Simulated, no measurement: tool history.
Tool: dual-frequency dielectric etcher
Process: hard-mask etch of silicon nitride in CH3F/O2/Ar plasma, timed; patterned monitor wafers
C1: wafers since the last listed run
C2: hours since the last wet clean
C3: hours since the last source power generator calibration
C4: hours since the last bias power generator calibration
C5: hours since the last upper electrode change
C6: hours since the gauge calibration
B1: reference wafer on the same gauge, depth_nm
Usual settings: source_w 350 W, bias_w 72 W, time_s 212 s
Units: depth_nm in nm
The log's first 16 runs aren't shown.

run 17 hour=379.3 | source_w=350 bias_w=72 time_s=154 | C1=72 C2=267.3 C3=218 C4=3210.3 C5=224.4 C6=1152 | B1=161 | depth_nm=97.1
-- hour=384.4 bias power generator calibrated
run 18 hour=408.2 | source_w=350 bias_w=63 time_s=212 | C1=150 C2=296.2 C3=246.9 C4=23.8 C5=253.3 C6=1180.9 | B1=161 | depth_nm=129.4
run 19 hour=433.4 | source_w=350 bias_w=72 time_s=184.5 | C1=152 C2=321.4 C3=272.1 C4=49 C5=278.5 C6=1206.1 | B1=161 | depth_nm=116.5
run 20 hour=467.1 | source_w=260 bias_w=65 time_s=251.5 | C1=203 C2=355.1 C3=305.8 C4=82.7 C5=312.2 C6=1239.8 | B1=161 | depth_nm=138.6
-- hour=473.2 gauge calibrated
run 21 hour=492.4 | source_w=310 bias_w=72 time_s=212 | C1=153 C2=380.4 C3=331.1 C4=108 C5=337.5 C6=19.2 | B1=161 | depth_nm=127.9
run 22 hour=516.8 | source_w=300 bias_w=84 time_s=165 | C1=147 C2=404.8 C3=355.5 C4=132.4 C5=361.9 C6=43.6 | B1=161 | depth_nm=102.5
run 23 hour=554.6 | source_w=350 bias_w=72 time_s=212 | C1=228 C2=442.6 C3=393.3 C4=170.2 C5=399.7 C6=81.4 | B1=161 | depth_nm=133.4
run 24 hour=570.4 | source_w=350 bias_w=56 time_s=271 | C1=95 C2=458.4 C3=409.1 C4=186 C5=415.5 C6=97.2 | B1=161 | depth_nm=159.2
run 25 hour=593.9 | source_w=350 bias_w=89 time_s=212 | C1=142 C2=481.9 C3=432.6 C4=209.5 C5=439 C6=120.7 | B1=161 | depth_nm=141.4
run 26 hour=613.5 | source_w=420 bias_w=88 time_s=180.5 | C1=118 C2=501.5 C3=452.2 C4=229.1 C5=458.6 C6=140.3 | B1=161 | depth_nm=128
run 27 hour=627.6 | source_w=350 bias_w=84 time_s=212 | C1=85 C2=515.6 C3=466.3 C4=243.2 C5=472.7 C6=154.4 | B1=161.1 | depth_nm=138.5
-- hour=655.7 wet clean of the chamber
run 28 hour=665.1 | source_w=350 bias_w=64 time_s=212 | C1=81 C2=9.4 C3=503.8 C4=280.7 C5=510.2 C6=191.9 | B1=161 | depth_nm=130.7
run 29 hour=686.5 | source_w=350 bias_w=72 time_s=212 | C1=129 C2=30.8 C3=525.2 C4=302.1 C5=531.6 C6=213.3 | B1=161 | depth_nm=134.2
run 30 hour=722.4 | source_w=350 bias_w=72 time_s=175.5 | C1=217 C2=66.7 C3=561.1 C4=338 C5=567.5 C6=249.2 | B1=161 | depth_nm=111.3

4 ways to go on from here, each from the tool as it stands after run 30. What would each give?
run A hour=722.9 | source_w=350 bias_w=72 time_s=151 | C1=3 C2=67.2 C3=561.6 C4=338.5 C5=568 C6=249.7 | B1=? | depth_nm=?
run B hour=722.9 | source_w=350 bias_w=90 time_s=212 | C1=3 C2=67.2 C3=561.6 C4=338.5 C5=568 C6=249.7 | B1=? | depth_nm=?
run C hour=722.9 | source_w=350 bias_w=83 time_s=212 | C1=3 C2=67.2 C3=561.6 C4=338.5 C5=568 C6=249.7 | B1=? | depth_nm=?
run D hour=722.9 | source_w=350 bias_w=72 time_s=152.5 | C1=3 C2=67.2 C3=561.6 C4=338.5 C5=568 C6=249.7 | B1=? | depth_nm=?

run=A B1=161 depth_nm=95.6
run=B B1=161 depth_nm=143.3
run=C B1=161 depth_nm=139.8
run=D B1=161 depth_nm=96.5
Without the tool's hidden state the same runs would have given:
run=A depth_nm=96.2
run=B depth_nm=144.2
run=C depth_nm=140.8
run=D depth_nm=97.2

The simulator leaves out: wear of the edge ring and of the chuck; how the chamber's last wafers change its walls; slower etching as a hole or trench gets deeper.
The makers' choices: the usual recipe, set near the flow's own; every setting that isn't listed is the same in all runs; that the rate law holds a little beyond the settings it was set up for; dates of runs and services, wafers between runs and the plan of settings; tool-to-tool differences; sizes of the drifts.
